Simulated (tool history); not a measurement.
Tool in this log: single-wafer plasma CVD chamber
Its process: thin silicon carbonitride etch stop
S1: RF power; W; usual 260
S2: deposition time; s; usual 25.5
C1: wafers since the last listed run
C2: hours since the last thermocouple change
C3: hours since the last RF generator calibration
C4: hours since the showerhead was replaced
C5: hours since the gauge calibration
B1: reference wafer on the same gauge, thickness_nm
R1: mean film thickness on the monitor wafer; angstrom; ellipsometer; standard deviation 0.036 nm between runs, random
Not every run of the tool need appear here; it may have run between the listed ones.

Run 1, hour 0.0: usual settings but S2 23.3 s; C1 0; C2 1121.0; C3 2253.6; C4 5991.7; C5 15.8; B1 15.198. Result: R1 135.76 angstrom.
Run 2, hour 24.6: usual settings but S2 23.3 s; C1 479; C2 1145.6; C3 2278.2; C4 6016.3; C5 40.4; B1 15.190. Result: R1 135.26 angstrom.
Run 3, hour 49.3: usual settings; C1 481; C2 1170.3; C3 2302.9; C4 6041.0; C5 65.1; B1 15.198. Result: R1 148.51 angstrom.
Run 4, hour 84.8: usual settings; C1 691; C2 1205.8; C3 2338.4; C4 6076.5; C5 100.6; B1 15.204. Result: R1 148.62 angstrom.
Run 5, hour 101.9: usual settings; C1 333; C2 1222.9; C3 2355.5; C4 6093.6; C5 117.7; B1 15.205. Result: R1 148.45 angstrom.
Run 6, hour 136.1: usual settings; C1 666; C2 1257.1; C3 2389.7; C4 6127.8; C5 151.9; B1 15.200. Result: R1 148.31 angstrom.
Run 7, hour 158.1: usual settings; C1 428; C2 1279.1; C3 2411.7; C4 6149.8; C5 173.9; B1 15.207. Result: R1 148.08 angstrom.
Run 8, hour 179.1: usual settings but S2 27.9 s; C1 409; C2 1300.1; C3 2432.7; C4 6170.8; C5 194.9; B1 15.204. Result: R1 162.35 angstrom.
Run 9, hour 210.4: usual settings but S2 27.9 s; C1 609; C2 1331.4; C3 2464.0; C4 6202.1; C5 226.2; B1 15.201. Result: R1 161.84 angstrom.
Run 10, hour 236.6: usual settings but S1 235 W; C1 510; C2 1357.6; C3 2490.2; C4 6228.3; C5 252.4; B1 15.184. Result: R1 142.23 angstrom.
Run 11, hour 266.7: usual settings but S1 235 W; C1 586; C2 1387.7; C3 2520.3; C4 6258.4; C5 282.5; B1 15.201. Result: R1 142.43 angstrom.
Run 12, hour 299.0: usual settings; C1 629; C2 1420.0; C3 2552.6; C4 6290.7; C5 314.8; B1 15.203. Result: R1 147.47 angstrom.
Run 13, hour 318.3: usual settings but S2 24.4 s; C1 375; C2 1439.3; C3 2571.9; C4 6310.0; C5 334.1; B1 15.186. Result: R1 141.57 angstrom.
Run 14, hour 350.3: usual settings; C1 623; C2 1471.3; C3 2603.9; C4 6342.0; C5 366.1; B1 15.197. Result: R1 148.01 angstrom.
Run 15, hour 373.5: usual settings; C1 451; C2 1494.5; C3 2627.1; C4 6365.2; C5 389.3; B1 15.184. Result: R1 147.89 angstrom.
Run 16, hour 402.5: usual settings but S1 230 W; C1 564; C2 1523.5; C3 2656.1; C4 6394.2; C5 418.3; B1 15.210. Result: R1 141.02 angstrom.
Run 17, hour 421.8: usual settings but S1 225 W; C1 375; C2 1542.8; C3 2675.4; C4 6413.5; C5 437.6; B1 15.203. Result: R1 140.15 angstrom.
At hour 454.5: RF generator calibrated.
Run 18, hour 455.0: usual settings but S2 27.9 s; C1 490; C2 1576.0; C3 0.5; C4 6446.7; C5 470.8; B1 15.214. Result: R1 167.66 angstrom.
Run 19, hour 469.2: usual settings but S1 235 W, S2 22.5 s; C1 276; C2 1590.2; C3 14.7; C4 6460.9; C5 485.0; B1 15.199. Result: R1 130.29 angstrom.
Run 20, hour 488.9: usual settings but S1 285 W, S2 29.5 s; C1 383; C2 1609.9; C3 34.4; C4 6480.6; C5 504.7; B1 15.195. Result: R1 182.87 angstrom.
Run 21, hour 521.0: usual settings but S1 295 W, S2 30.4 s; C1 625; C2 1642.0; C3 66.5; C4 6512.7; C5 536.8; B1 15.198. Result: R1 190.82 angstrom.
Run 22, hour 547.7: usual settings but S1 290 W; C1 520; C2 1668.7; C3 93.2; C4 6539.4; C5 563.5; B1 15.209. Result: R1 159.28 angstrom.
Run 23, hour 579.7: usual settings but S1 220 W, S2 23.3 s; C1 623; C2 1700.7; C3 125.2; C4 6571.4; C5 595.5; B1 15.204. Result: R1 131.16 angstrom.
Run 24, hour 592.9: usual settings; C1 257; C2 1713.9; C3 138.4; C4 6584.6; C5 608.7; B1 15.199. Result: R1 153.38 angstrom.
Run 25, hour 610.7: usual settings but S2 27.9 s; C1 346; C2 1731.7; C3 156.2; C4 6602.4; C5 626.5; B1 15.202. Result: R1 167.11 angstrom.
At hour 618.5: gauge calibrated.
At hour 623.4: showerhead replaced, of another model than before.
Run 26, hour 631.3: usual settings but S1 295 W, S2 27.5 s; C1 245; C2 1752.3; C3 176.8; C4 7.9; C5 12.8; B1 15.211. Result: R1 174.21 angstrom.
Run 27, hour 666.9: usual settings; C1 693; C2 1787.9; C3 212.4; C4 43.5; C5 48.4; B1 15.201. Result: R1 152.58 angstrom.
At hour 687.3: thermocouple changed; heater temperature recalibrated.
Run 28, hour 688.3: usual settings but S1 285 W, S2 22.4 s; C1 261; C2 1.0; C3 233.8; C4 64.9; C5 69.8; B1 15.190. Result: R1 139.53 angstrom.
Run 29, hour 710.0: usual settings but S1 300 W; C1 422; C2 22.7; C3 255.5; C4 86.6; C5 91.5; B1 15.198. Result: R1 162.84 angstrom.
Run 30, hour 731.9: usual settings but S1 235 W, S2 22.5 s; C1 426; C2 44.6; C3 277.4; C4 108.5; C5 113.4; B1 15.191. Result: R1 127.13 angstrom.
Run 31, hour 755.7: usual settings but S1 220 W; C1 463; C2 68.4; C3 301.2; C4 132.3; C5 137.2; B1 15.197. Result: R1 139.12 angstrom.
Run 32, hour 776.7: usual settings but S1 285 W; C1 409; C2 89.4; C3 322.2; C4 153.3; C5 158.2; B1 15.197. Result: R1 159.36 angstrom.
Run 33, hour 799.5: usual settings but S1 300 W, S2 27.8 s; C1 444; C2 112.2; C3 345.0; C4 176.1; C5 181.0; B1 15.199. Result: R1 177.60 angstrom.
Run 34, hour 876.7: usual settings but S2 27.9 s; C1 1503; C2 189.4; C3 422.2; C4 253.3; C5 258.2; B1 15.198. Result: R1 165.94 angstrom.
Run 35, hour 904.6: usual settings but S2 27.9 s; C1 543; C2 217.3; C3 450.1; C4 281.2; C5 286.1; B1 15.199. Result: R1 165.72 angstrom.

State the hidden condition of the tool at each of the runs:
wafer temperature above the value expected at the setpoint (K): 0 across all the runs
gauge reads high (%): 0 across all the runs
H1: delivered RF power above the setpoint (%)
run      H1
  1   -8.43
  2   -8.51
  3    -8.6
  4   -8.72
  5   -8.78
  6   -8.89
  7   -8.97
  8   -9.04
  9   -9.14
 10   -9.23
 11   -9.34
 12   -9.44
 13   -9.51
 14   -9.62
 15    -9.7
 16    -9.8
 17   -9.86
 18  -0.506
 19  -0.554
 20  -0.621
 21   -0.73
 22  -0.821
 23   -0.93
 24  -0.974
 25   -1.03
 26    -1.1
 27   -1.23
 28    -1.3
 29   -1.37
 30   -1.45
 31   -1.53
 32    -1.6
 33   -1.68
 34   -1.94
 35   -2.03
